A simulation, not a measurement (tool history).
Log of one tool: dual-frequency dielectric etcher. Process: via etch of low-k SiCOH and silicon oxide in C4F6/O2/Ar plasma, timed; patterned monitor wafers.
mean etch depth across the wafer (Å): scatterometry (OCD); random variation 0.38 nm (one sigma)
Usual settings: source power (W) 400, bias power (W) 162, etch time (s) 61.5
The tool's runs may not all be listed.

| run | hour | source power (W) | bias power (W) | etch time (s) | read-back reference wafer on the same gauge, depth_nm | mean etch depth across the wafer (Å) |
|---|---|---|---|---|---|---|
| 1 | 0.0 | 330 | 162 | 61.5 | 128.0 | 1306 |
|  | 18.9 | bias power generator calibrated |
| 2 | 33.4 | 340 | 162 | 61.5 | 127.8 | 1352 |
|  | 57.8 | wet clean of the chamber |
| 3 | 58.3 | 340 | 162 | 61.5 | 128.0 | 1319 |
| 4 | 71.2 | 400 | 162 | 61.5 | 128.0 | 1391 |
| 5 | 88.3 | 400 | 162 | 61.5 | 128.0 | 1388 |
| 6 | 120.6 | 400 | 131 | 61.5 | 128.0 | 1264 |
| 7 | 154.7 | 400 | 142 | 61.5 | 128.1 | 1307 |
| 8 | 171.9 | 400 | 142 | 61.5 | 128.1 | 1310 |
|  | 202.1 | upper electrode replaced |
| 9 | 207.3 | 400 | 162 | 61.5 | 127.9 | 1405 |
| 10 | 235.8 | 400 | 162 | 61.5 | 128.0 | 1400 |
| 11 | 251.5 | 400 | 162 | 61.5 | 128.0 | 1401 |
| 12 | 278.9 | 300 | 199 | 68.0 | 128.1 | 1546 |
| 13 | 307.5 | 400 | 162 | 66.5 | 128.1 | 1510 |
| 14 | 323.8 | 400 | 162 | 61.5 | 127.9 | 1404 |
|  | 346.6 | gauge calibrated |
| 15 | 353.0 | 440 | 196 | 52.5 | 128.0 | 1341 |
| 16 | 387.9 | 470 | 123 | 70.0 | 128.0 | 1494 |
| 17 | 402.1 | 400 | 162 | 61.5 | 128.1 | 1409 |
| 18 | 465.4 | 400 | 162 | 61.5 | 128.0 | 1405 |
|  | 471.7 | source power generator calibrated |
| 19 | 486.6 | 450 | 194 | 44.5 | 127.9 | 1152 |
| 20 | 501.5 | 430 | 186 | 69.0 | 128.0 | 1731 |
| 21 | 524.8 | 400 | 162 | 61.5 | 127.9 | 1422 |
| 22 | 539.9 | 490 | 197 | 67.0 | 127.9 | 1802 |
| 23 | 571.4 | 340 | 195 | 49.0 | 128.0 | 1166 |
| 24 | 584.7 | 340 | 137 | 79.5 | 128.0 | 1608 |
|  | 624.8 | wet clean of the chamber |
| 25 | 625.3 | 400 | 162 | 44.5 | 127.9 | 997 |
| 26 | 639.6 | 310 | 190 | 61.5 | 128.0 | 1362 |
| 27 | 671.9 | 400 | 162 | 61.5 | 127.9 | 1382 |
| 28 | 705.7 | 400 | 162 | 61.5 | 128.0 | 1382 |
| 29 | 732.9 | 370 | 181 | 51.0 | 128.0 | 1176 |
| 30 | 748.9 | 400 | 162 | 69.5 | 128.0 | 1565 |
| 31 | 762.2 | 440 | 162 | 45.0 | 128.1 | 1045 |

The tool's hidden state at each run:
source power that arrives over what is set, %: 0 in every run
gauge reads high (%): 0 in every run
H1: etch rate over this chamber's usual, %
H2: bias power that arrives over what is set, %
| run | H1 | H2 |
|---|---|---|
| 1 | 2.91 | -4.9 |
| 2 | 3.1 | 0.922 |
| 3 | 0.0852 | 0.857 |
| 4 | 0.157 | 0.823 |
| 5 | 0.253 | 0.777 |
| 6 | 0.433 | 0.692 |
| 7 | 0.623 | 0.602 |
| 8 | 0.72 | 0.557 |
| 9 | 0.917 | 0.463 |
| 10 | 1.08 | 0.388 |
| 11 | 1.16 | 0.347 |
| 12 | 1.32 | 0.274 |
| 13 | 1.48 | 0.199 |
| 14 | 1.57 | 0.156 |
| 15 | 1.73 | 0.0785 |
| 16 | 1.93 | -0.0136 |
| 17 | 2 | -0.0511 |
| 18 | 2.36 | -0.218 |
| 19 | 2.48 | -0.274 |
| 20 | 2.56 | -0.314 |
| 21 | 2.69 | -0.375 |
| 22 | 2.77 | -0.415 |
| 23 | 2.95 | -0.498 |
| 24 | 3.02 | -0.533 |
| 25 | -0.0168 | -0.64 |
| 26 | 0.0631 | -0.678 |
| 27 | 0.243 | -0.763 |
| 28 | 0.432 | -0.853 |
| 29 | 0.584 | -0.924 |
| 30 | 0.673 | -0.967 |
| 31 | 0.748 | -1 |
